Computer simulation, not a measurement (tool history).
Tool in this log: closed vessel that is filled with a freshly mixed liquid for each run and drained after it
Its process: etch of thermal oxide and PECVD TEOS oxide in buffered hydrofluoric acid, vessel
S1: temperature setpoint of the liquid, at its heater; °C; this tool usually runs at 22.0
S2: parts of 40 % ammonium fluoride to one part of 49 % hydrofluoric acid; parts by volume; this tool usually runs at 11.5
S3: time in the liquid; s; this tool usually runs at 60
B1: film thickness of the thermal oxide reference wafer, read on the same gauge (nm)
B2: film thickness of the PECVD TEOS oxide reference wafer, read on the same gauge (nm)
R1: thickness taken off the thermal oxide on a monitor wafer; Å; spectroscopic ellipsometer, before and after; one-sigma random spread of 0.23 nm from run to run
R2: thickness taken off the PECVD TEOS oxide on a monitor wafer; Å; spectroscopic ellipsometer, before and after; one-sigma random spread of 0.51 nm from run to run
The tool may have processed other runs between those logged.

run    hour    S1    S2  S3      B1     B2      R1     R2
  1     0.0  22.0  11.5  60  129.96  79.96   535.6  514.8
  2    46.5  18.5  11.5  60  130.01  80.03   442.7  432.1
  3    97.2  23.5  11.5  60  130.04  80.00   587.4  566.7
  4   166.9  23.5  11.5  60  130.02  79.98   582.3  555.6
  5   384.7  22.0  13.0  60  130.00  80.01   471.8  457.1
      411.6  -- gauge calibrated
  6   443.3  22.0  13.0  60  130.02  79.99   466.4  454.0
      463.7  -- thermometer replaced
  7   484.0  22.0  13.0  60  130.06  80.00   510.5  495.6
  8   521.9  22.0  11.5  60  130.01  80.02   576.3  551.5
  9   591.6  22.0   9.5  90  130.00  79.99  1015.7  990.5
 10   676.3  18.0  16.0  80  129.98  79.98   438.7  420.1
 11   749.0  19.5  10.5  75  130.06  80.02   673.0  636.6
      800.5  -- hydrofluoric acid flow meter replaced
 12   839.9  22.0  11.5  60  130.00  80.00   567.1  545.2
 13   916.9  20.0   8.0  80  130.00  80.01   936.8  905.0
 14  1005.1  22.0  11.5  60  130.04  80.01   562.4  547.3
 15  1041.3  23.5  13.5  60  130.01  80.00   517.6  494.2
 16  1105.1  18.5   7.0  60  129.99  80.02   737.7  718.7
 17  1141.8  22.0   7.0  60  130.03  79.99   899.9  862.0

Here are 5 independent what-if runs from the current tool condition. What would each one return?
  A  1142.5  22.0  11.5  35   ?   ?   ?   ?
  B  1142.5  22.0  11.5  50   ?   ?   ?   ?
  C  1142.5  22.0  15.0  60   ?   ?   ?   ?
  D  1142.5  19.5  14.0  45   ?   ?   ?   ?
  E  1142.5  17.0   9.0  35   ?   ?   ?   ?

run      B1     B2     R1     R2
  A  129.98  79.99  326.0  316.7
  B  129.98  79.99  465.7  452.4
  C  129.98  79.99  430.7  418.4
  D  129.98  79.99  300.5  291.9
  E  129.98  79.99  301.0  292.5
With no hidden state in the tool, these same runs would have given:
run     R1     R2
  A  339.4  329.8
  B  484.9  471.1
  C  448.5  435.7
  D  313.1  304.2
  E  313.9  304.9
